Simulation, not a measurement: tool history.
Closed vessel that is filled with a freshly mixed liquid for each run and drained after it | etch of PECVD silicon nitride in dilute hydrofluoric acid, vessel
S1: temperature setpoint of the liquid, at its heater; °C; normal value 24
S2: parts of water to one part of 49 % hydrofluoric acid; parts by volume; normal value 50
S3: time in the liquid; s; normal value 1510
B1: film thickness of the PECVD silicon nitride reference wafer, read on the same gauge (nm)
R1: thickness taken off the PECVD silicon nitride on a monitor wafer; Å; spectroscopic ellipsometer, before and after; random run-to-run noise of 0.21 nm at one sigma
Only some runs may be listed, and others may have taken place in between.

| run | hour | S1 | S2 | S3 | B1 | R1 |
|---|---|---|---|---|---|---|
| 1 | 0 | 24 | 50 | 1510 | 80.01 | 436.5 |
| 2 | 28.6 | 24 | 50 | 1510 | 80.02 | 430 |
| 3 | 76.4 | 24 | 50 | 1510 | 80 | 428.2 |
| 4 | 108.9 | 24 | 50 | 1510 | 80 | 428 |
| 5 | 128.5 | 24 | 50 | 1510 | 80.03 | 428.5 |
|  | 148.6 | gauge calibrated |
| 6 | 177.5 | 24 | 50 | 1510 | 80.03 | 424.9 |
|  | 186.2 | thermometer replaced |
| 7 | 191.9 | 24 | 50 | 1510 | 79.97 | 426 |
| 8 | 216.3 | 24 | 50 | 1510 | 79.98 | 425.7 |
| 9 | 229.8 | 22 | 50 | 1510 | 79.97 | 372.1 |
| 10 | 264 | 24 | 70 | 2080 | 79.99 | 420.1 |
|  | 277 | hydrofluoric acid flow meter replaced |
| 11 | 288.8 | 27 | 65 | 2365 | 79.99 | 693.4 |
| 12 | 305.8 | 27 | 45 | 940 | 80 | 390.9 |
| 13 | 336.7 | 24 | 50 | 855 | 80.04 | 262.6 |
| 14 | 367.2 | 22.5 | 55 | 825 | 79.99 | 208.6 |
| 15 | 392.8 | 24 | 25 | 1510 | 80 | 904 |
| 16 | 421.4 | 24 | 50 | 1510 | 79.98 | 459.1 |

What if the next run were any one of these 3? Each begins from the tool's condition after run 16:
| A | 422.5 | 24 | 50 | 1510 | ? | ? |
| B | 422.5 | 21.5 | 50 | 1060 | ? | ? |
| C | 422.5 | 24 | 75 | 820 | ? | ? |

| run | B1 | R1 |
|---|---|---|
| A | 79.99 | 460.8 |
| B | 79.99 | 272.9 |
| C | 79.99 | 168 |
Had the tool no hidden state, the same runs would have come out as:
| run | R1 |
|---|---|
| A | 472.2 |
| B | 279.6 |
| C | 172.2 |
